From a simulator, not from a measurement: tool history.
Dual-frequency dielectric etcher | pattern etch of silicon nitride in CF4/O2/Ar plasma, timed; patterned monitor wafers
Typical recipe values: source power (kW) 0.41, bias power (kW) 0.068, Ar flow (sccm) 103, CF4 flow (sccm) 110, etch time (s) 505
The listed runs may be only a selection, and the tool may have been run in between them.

run,hour,source power (kW),bias power (kW),Ar flow (sccm),CF4 flow (sccm),etch time (s),wafers since the last listed run,hours since the last wet clean,hours since the last source power generator calibration,hours since the last bias power generator calibration,hours since the last Ar flow controller change,hours since the last CF4 flow controller change,hours since the last upper electrode change,hours since the gauge calibration,"read-back reference wafer on the same gauge, depth_nm",mean etch depth across the wafer (Å)
1,0,0.41,0.068,103,110,505,0,79.7,34.3,5119,6257.7,4712.3,4565.6,133.2,1043.4,9161
2,28.7,0.44,0.068,103,96,505,135,108.4,63,5147.7,6286.4,4741,4594.3,161.9,1043.6,9718
3,41.2,0.41,0.084,112,137,505,59,120.9,75.5,5160.2,6298.9,4753.5,4606.8,174.4,1043.3,10424
# hour 55.5: CF4 flow controller replaced
4,69.8,0.51,0.063,103,122,639.5,106,149.5,104.1,5188.8,6327.5,14.3,4635.4,203,1043.8,13999
# hour 90: Ar flow controller replaced
5,90.5,0.41,0.081,103,110,549,69,170.2,124.8,5209.5,0.5,35,4656.1,223.7,1042.6,10840
6,121.4,0.41,0.068,103,102,637.5,145,201.1,155.7,5240.4,31.4,65.9,4687,254.6,1043.9,11386
7,162.9,0.41,0.068,103,119,505,195,242.6,197.2,5281.9,72.9,107.4,4728.5,296.1,1043.8,9154
8,175.6,0.41,0.054,103,138,505,59,255.3,209.9,5294.6,85.6,120.1,4741.2,308.8,1044.9,8141
9,198,0.41,0.068,92,100,505,105,277.7,232.3,5317,108,142.5,4763.6,331.2,1045.4,8996
10,227.2,0.41,0.068,93,110,382.5,137,306.9,261.5,5346.2,137.2,171.7,4792.8,360.4,1044,6914
11,251.8,0.41,0.068,103,110,365.5,116,331.5,286.1,5370.8,161.8,196.3,4817.4,385,1044.8,6539
# hour 289.8: bias power generator calibrated
# hour 290.6: upper electrode replaced
12,291.1,0.41,0.08,103,122,505,162,370.8,325.4,1.3,201.1,235.6,0.5,424.3,1042.6,9856
13,310.2,0.41,0.068,103,110,505,90,389.9,344.5,20.4,220.2,254.7,19.6,443.4,1043.3,8929
14,332.7,0.41,0.068,103,110,505,106,412.4,367,42.9,242.7,277.2,42.1,465.9,1042.2,8906
15,349.2,0.41,0.081,90,110,505,77,428.9,383.5,59.4,259.2,293.7,58.6,482.4,1042.4,9922
16,376.4,0.46,0.083,103,110,505,128,456.1,410.7,86.6,286.4,320.9,85.8,509.6,1044.7,11149
17,403,0.41,0.068,103,110,505,125,482.7,437.3,113.2,313,347.5,112.4,536.2,1043.9,8812
# hour 459.5: wet clean of the chamber
18,460,0.44,0.068,103,93,627,155,0.5,494.3,170.2,370,404.5,169.4,593.2,1042.2,12415
19,460.5,0.36,0.055,103,110,505,2,1,494.8,170.7,370.5,405,169.9,593.7,1044,7355
20,472.7,0.37,0.068,103,128,596.5,57,13.2,507,182.9,382.7,417.2,182.1,605.9,1045.3,10038
21,499.3,0.41,0.053,103,90,404,125,39.8,533.6,209.5,409.3,443.8,208.7,632.5,1045.6,6312

For each entry between runs, how does the tool's hidden state at the last listed run before it compare with that at the first listed run after it?
Run 3 -> run 4: CF4 flow controller replaced (hour 55.5)
  etch rate over this chamber's usual, %: -1.79 -> -2.07
  measured less the result without the state, mean etch depth across the wafer (Å): -191 -> -296
Run 4 -> run 5: Ar flow controller replaced (hour 90)
  etch rate over this chamber's usual, %: -2.07 -> -2.28
  measured less the result without the state, mean etch depth across the wafer (Å): -296 -> -253
Run 11 -> run 12: bias power generator calibrated (hour 289.8); upper electrode replaced (hour 290.6)
  etch rate over this chamber's usual, %: -3.85 -> -4.24
  measured less the result without the state, mean etch depth across the wafer (Å): -262 -> -436
Run 17 -> run 18: wet clean of the chamber (hour 459.5)
  etch rate over this chamber's usual, %: -5.33 -> 0.0994
  measured less the result without the state, mean etch depth across the wafer (Å): -496 -> +13
